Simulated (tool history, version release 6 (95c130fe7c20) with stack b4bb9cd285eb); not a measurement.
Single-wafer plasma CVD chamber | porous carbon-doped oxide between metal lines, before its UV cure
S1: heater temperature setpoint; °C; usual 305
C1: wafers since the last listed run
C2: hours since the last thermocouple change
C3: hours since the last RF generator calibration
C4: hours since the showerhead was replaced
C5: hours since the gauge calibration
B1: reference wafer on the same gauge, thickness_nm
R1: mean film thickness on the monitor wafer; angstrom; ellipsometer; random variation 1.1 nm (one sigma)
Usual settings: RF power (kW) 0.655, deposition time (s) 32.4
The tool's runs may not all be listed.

Run 1, hour 0.0: usual settings but RF power (kW) 0.610; C1 0; C2 19.9; C3 291.4; C4 3421.5; C5 3131.6; B1 159.895. Result: R1 1840.13 angstrom.
Run 2, hour 44.2: usual settings but RF power (kW) 0.610; C1 1051; C2 64.1; C3 335.6; C4 3465.7; C5 3175.8; B1 159.871. Result: R1 1836.87 angstrom.
Run 3, hour 112.7: usual settings but RF power (kW) 0.610; C1 1629; C2 132.6; C3 404.1; C4 3534.2; C5 3244.3; B1 160.101. Result: R1 1835.05 angstrom.
Run 4, hour 158.2: usual settings; C1 1082; C2 178.1; C3 449.6; C4 3579.7; C5 3289.8; B1 160.027. Result: R1 1899.43 angstrom.
Run 5, hour 219.2: usual settings; C1 1451; C2 239.1; C3 510.6; C4 3640.7; C5 3350.8; B1 160.064. Result: R1 1900.92 angstrom.
Run 6, hour 278.6: usual settings; C1 1413; C2 298.5; C3 570.0; C4 3700.1; C5 3410.2; B1 159.947. Result: R1 1886.65 angstrom.
Run 7, hour 360.0: usual settings; C1 1936; C2 379.9; C3 651.4; C4 3781.5; C5 3491.6; B1 159.971. Result: R1 1886.90 angstrom.
At hour 414.0: gauge calibrated.
Run 8, hour 434.4: usual settings; C1 1770; C2 454.3; C3 725.8; C4 3855.9; C5 20.4; B1 159.937. Result: R1 1898.01 angstrom.
At hour 498.6: showerhead replaced.
Run 9, hour 499.1: usual settings; C1 1349; C2 519.0; C3 790.5; C4 0.5; C5 85.1; B1 159.716. Result: R1 1886.18 angstrom.
Run 10, hour 537.0: usual settings but S1 292 °C, RF power (kW) 0.715, deposition time (s) 34.5; C1 901; C2 556.9; C3 828.4; C4 38.4; C5 123.0; B1 160.120. Result: R1 2284.47 angstrom.
Run 11, hour 600.7: usual settings; C1 1515; C2 620.6; C3 892.1; C4 102.1; C5 186.7; B1 159.941. Result: R1 1905.06 angstrom.
Run 12, hour 667.8: usual settings but S1 315 °C; C1 1596; C2 687.7; C3 959.2; C4 169.2; C5 253.8; B1 159.831. Result: R1 1776.77 angstrom.
Run 13, hour 704.9: usual settings; C1 882; C2 724.8; C3 996.3; C4 206.3; C5 290.9; B1 159.966. Result: R1 1881.79 angstrom.
Run 14, hour 754.5: usual settings; C1 1180; C2 774.4; C3 1045.9; C4 255.9; C5 340.5; B1 160.005. Result: R1 1886.75 angstrom.
Run 15, hour 799.5: usual settings but S1 317 °C, RF power (kW) 0.615; C1 1070; C2 819.4; C3 1090.9; C4 300.9; C5 385.5; B1 160.190. Result: R1 1729.74 angstrom.
Run 16, hour 883.6: usual settings but S1 297 °C, RF power (kW) 0.735; C1 2000; C2 903.5; C3 1175.0; C4 385.0; C5 469.6; B1 159.975. Result: R1 2100.40 angstrom.
Run 17, hour 988.7: usual settings but S1 317 °C, RF power (kW) 0.580, deposition time (s) 29.2; C1 2500; C2 1008.6; C3 1280.1; C4 490.1; C5 574.7; B1 160.013. Result: R1 1512.95 angstrom.
Run 18, hour 1071.6: usual settings; C1 1972; C2 1091.5; C3 1363.0; C4 573.0; C5 657.6; B1 159.899. Result: R1 1886.05 angstrom.
Run 19, hour 1157.6: usual settings but RF power (kW) 0.550, deposition time (s) 35.8; C1 2046; C2 1177.5; C3 1449.0; C4 659.0; C5 743.6; B1 159.942. Result: R1 1940.85 angstrom.
Run 20, hour 1264.8: usual settings but S1 318 °C, RF power (kW) 0.555, deposition time (s) 28.4; C1 2550; C2 1284.7; C3 1556.2; C4 766.2; C5 850.8; B1 160.085. Result: R1 1440.45 angstrom.
Run 21, hour 1366.9: usual settings but S1 292 °C, deposition time (s) 35.5; C1 2429; C2 1386.8; C3 1658.3; C4 868.3; C5 952.9; B1 160.038. Result: R1 2253.27 angstrom.
Run 22, hour 1435.2: usual settings but deposition time (s) 34.3; C1 1625; C2 1455.1; C3 1726.6; C4 936.6; C5 1021.2; B1 159.888. Result: R1 1985.16 angstrom.
Run 23, hour 1495.7: usual settings but RF power (kW) 0.720; C1 1439; C2 1515.6; C3 1787.1; C4 997.1; C5 1081.7; B1 160.142. Result: R1 1979.35 angstrom.
Run 24, hour 1533.1: usual settings; C1 889; C2 1553.0; C3 1824.5; C4 1034.5; C5 1119.1; B1 159.996. Result: R1 1898.05 angstrom.
Run 25, hour 1627.7: usual settings but S1 313 °C; C1 2250; C2 1647.6; C3 1919.1; C4 1129.1; C5 1213.7; B1 159.924. Result: R1 1788.26 angstrom.
Run 26, hour 1686.3: usual settings but S1 301 °C, RF power (kW) 0.770; C1 1394; C2 1706.2; C3 1977.7; C4 1187.7; C5 1272.3; B1 160.100. Result: R1 2084.41 angstrom.
Run 27, hour 1793.8: usual settings but deposition time (s) 28.8; C1 2557; C2 1813.7; C3 2085.2; C4 1295.2; C5 1379.8; B1 160.199. Result: R1 1682.05 angstrom.
Run 28, hour 1882.8: usual settings but deposition time (s) 35.5; C1 2117; C2 1902.7; C3 2174.2; C4 1384.2; C5 1468.8; B1 160.181. Result: R1 2098.44 angstrom.
Run 29, hour 1922.3: usual settings but S1 291 °C, RF power (kW) 0.735, deposition time (s) 30.1; C1 939; C2 1942.2; C3 2213.7; C4 1423.7; C5 1508.3; B1 159.839. Result: R1 2047.04 angstrom.
Run 30, hour 1975.8: usual settings but S1 310 °C, deposition time (s) 28.9; C1 1272; C2 1995.7; C3 2267.2; C4 1477.2; C5 1561.8; B1 159.904. Result: R1 1642.95 angstrom.
Run 31, hour 2014.6: usual settings; C1 923; C2 2034.5; C3 2306.0; C4 1516.0; C5 1600.6; B1 159.834. Result: R1 1902.99 angstrom.
Run 32, hour 2082.0: usual settings but S1 300 °C, RF power (kW) 0.555, deposition time (s) 38.1; C1 1603; C2 2101.9; C3 2373.4; C4 1583.4; C5 1668.0; B1 159.957. Result: R1 2133.11 angstrom.
Run 33, hour 2172.8: usual settings but S1 316 °C; C1 2160; C2 2192.7; C3 2464.2; C4 1674.2; C5 1758.8; B1 160.090. Result: R1 1767.75 angstrom.

Forecast each of these 5 alternatives for the next run:
Run A, hour 2173.2: usual settings; C1 9; C2 2193.1; C3 2464.6; C4 1674.6; C5 1759.2; B1 ?. Result: R1 ?.
Run B, hour 2173.2: usual settings but S1 292 °C, RF power (kW) 0.770, deposition time (s) 27.6; C1 9; C2 2193.1; C3 2464.6; C4 1674.6; C5 1759.2; B1 ?. Result: R1 ?.
Run C, hour 2173.2: usual settings but RF power (kW) 0.695, deposition time (s) 38.4; C1 9; C2 2193.1; C3 2464.6; C4 1674.6; C5 1759.2; B1 ?. Result: R1 ?.
Run D, hour 2173.2: usual settings but S1 314 °C, RF power (kW) 0.525, deposition time (s) 26.8; C1 9; C2 2193.1; C3 2464.6; C4 1674.6; C5 1759.2; B1 ?. Result: R1 ?.
Run E, hour 2173.2: usual settings but S1 296 °C; C1 9; C2 2193.1; C3 2464.6; C4 1674.6; C5 1759.2; B1 ?. Result: R1 ?.

run       B1       R1
  A  160.018  1900.06
  B  160.018  1904.41
  C  160.018  2300.89
  D  160.018  1361.33
  E  160.018  2014.42
Without the tool's hidden state the same runs would have given:
run       R1
  A  1900.06
  B  1904.41
  C  2300.89
  D  1361.33
  E  2014.42
